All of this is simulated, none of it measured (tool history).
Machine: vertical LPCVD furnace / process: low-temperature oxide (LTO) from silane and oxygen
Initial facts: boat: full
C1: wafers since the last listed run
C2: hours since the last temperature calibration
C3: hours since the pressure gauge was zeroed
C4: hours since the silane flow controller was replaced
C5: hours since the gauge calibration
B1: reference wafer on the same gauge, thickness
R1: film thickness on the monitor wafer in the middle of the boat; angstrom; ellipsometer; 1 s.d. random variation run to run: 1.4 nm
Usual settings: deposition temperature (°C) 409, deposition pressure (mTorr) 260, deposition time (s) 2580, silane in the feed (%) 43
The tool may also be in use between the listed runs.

Run 1, day 0.000: usual settings; C1 0; C2 2528.2; C3 984.7; C4 3379.8; C5 286.7; B1 468.18. Result: R1 5165.7 angstrom.
Run 2, day 1.321: usual settings but deposition pressure (mTorr) 240, deposition time (s) 3120; C1 578; C2 2559.9; C3 1016.4; C4 3411.5; C5 318.4; B1 468.04. Result: R1 5740.1 angstrom.
Run 3, day 2.725: usual settings but deposition pressure (mTorr) 240, deposition time (s) 3120; C1 614; C2 2593.6; C3 1050.1; C4 3445.2; C5 352.1; B1 468.03. Result: R1 5755.8 angstrom.
Run 4, day 4.146: usual settings; C1 621; C2 2627.7; C3 1084.2; C4 3479.3; C5 386.2; B1 468.15. Result: R1 5159.8 angstrom.
Run 5, day 4.683: usual settings; C1 235; C2 2640.6; C3 1097.1; C4 3492.2; C5 399.1; B1 468.35. Result: R1 5181.3 angstrom.
Run 6, day 5.246: usual settings; C1 246; C2 2654.1; C3 1110.6; C4 3505.7; C5 412.6; B1 468.08. Result: R1 5176.0 angstrom.
Run 7, day 6.338: usual settings but deposition temperature (°C) 417, deposition pressure (mTorr) 235; C1 477; C2 2680.3; C3 1136.8; C4 3531.9; C5 438.8; B1 468.12. Result: R1 5048.3 angstrom.
Run 8, day 7.821: usual settings; C1 649; C2 2715.9; C3 1172.4; C4 3567.5; C5 474.4; B1 467.62. Result: R1 5168.8 angstrom.
At day 8.888: thermocouples replaced and temperature profile calibrated.
Run 9, day 8.908: usual settings; C1 38; C2 0.5; C3 1198.5; C4 3593.6; C5 500.5; B1 468.06. Result: R1 5172.4 angstrom.
Run 10, day 9.796: usual settings; C1 388; C2 21.8; C3 1219.8; C4 3614.9; C5 521.8; B1 468.00. Result: R1 5191.4 angstrom.
At day 10.938: silane flow controller replaced.
At day 11.025: gauge calibrated.
Run 11, day 12.500: usual settings; C1 745; C2 86.7; C3 1284.7; C4 37.5; C5 35.4; B1 468.03. Result: R1 5142.0 angstrom.
At day 13.888: pressure gauge zeroed.
Run 12, day 13.908: usual settings; C1 178; C2 120.5; C3 0.5; C4 71.3; C5 69.2; B1 468.12. Result: R1 5375.2 angstrom.
Run 13, day 14.425: usual settings but deposition temperature (°C) 415, deposition pressure (mTorr) 315, deposition time (s) 3210, silane in the feed (%) 50; C1 226; C2 132.9; C3 12.9; C4 83.7; C5 81.6; B1 468.00. Result: R1 9837.7 angstrom.
Run 14, day 14.958: usual settings; C1 233; C2 145.7; C3 25.7; C4 96.5; C5 94.4; B1 467.87. Result: R1 5324.7 angstrom.
Run 15, day 16.358: usual settings but deposition temperature (°C) 421; C1 612; C2 179.3; C3 59.3; C4 130.1; C5 128.0; B1 468.29. Result: R1 6018.5 angstrom.
Run 16, day 17.404: usual settings but deposition pressure (mTorr) 240; C1 457; C2 204.4; C3 84.4; C4 155.2; C5 153.1; B1 467.91. Result: R1 4914.2 angstrom.
Run 17, day 18.062: usual settings but deposition pressure (mTorr) 300, deposition time (s) 3480; C1 288; C2 220.2; C3 100.2; C4 171.0; C5 168.9; B1 467.94. Result: R1 8293.0 angstrom.
Run 18, day 19.221: usual settings but deposition time (s) 2850; C1 507; C2 248.0; C3 128.0; C4 198.8; C5 196.7; B1 468.01. Result: R1 5881.2 angstrom.
Run 19, day 20.012: usual settings but deposition temperature (°C) 397; C1 346; C2 267.0; C3 147.0; C4 217.8; C5 215.7; B1 468.36. Result: R1 4655.6 angstrom.
Run 20, day 20.750: usual settings but deposition temperature (°C) 401, deposition pressure (mTorr) 205, deposition time (s) 2070, silane in the feed (%) 37; C1 322; C2 284.7; C3 164.7; C4 235.5; C5 233.4; B1 468.00. Result: R1 2577.5 angstrom.
Run 21, day 21.604: usual settings; C1 373; C2 305.2; C3 185.2; C4 256.0; C5 253.9; B1 467.92. Result: R1 5291.1 angstrom.
Run 22, day 22.138: usual settings but deposition pressure (mTorr) 315; C1 233; C2 318.0; C3 198.0; C4 268.8; C5 266.7; B1 467.83. Result: R1 6418.3 angstrom.
Run 23, day 23.617: usual settings; C1 647; C2 353.5; C3 233.5; C4 304.3; C5 302.2; B1 467.70. Result: R1 5266.6 angstrom.
Run 24, day 24.758: usual settings; C1 499; C2 380.9; C3 260.9; C4 331.7; C5 329.6; B1 467.99. Result: R1 5240.0 angstrom.
Run 25, day 26.125: usual settings but deposition pressure (mTorr) 300; C1 598; C2 413.7; C3 293.7; C4 364.5; C5 362.4; B1 468.00. Result: R1 6116.7 angstrom.

State the hidden condition of the tool at each of the runs:
true tube temperature minus thermocouple reading, K: 0 across all the runs
deviation of the silane flow from its setpoint, %: 0 across all the runs
gauge reads high (%): 0 across all the runs
H1: true pressure minus gauge reading, mTorr
run      H1
  1   -8.06
  2   -8.15
  3   -8.23
  4   -8.31
  5   -8.34
  6   -8.37
  7   -8.42
  8   -8.49
  9   -8.54
 10   -8.58
 11   -8.68
 12   0.707
 13   0.466
 14   0.224
 15  -0.382
 16   -0.81
 17   -1.07
 18    -1.5
 19   -1.79
 20   -2.04
 21   -2.33
 22    -2.5
 23   -2.95
 24   -3.28
 25   -3.65
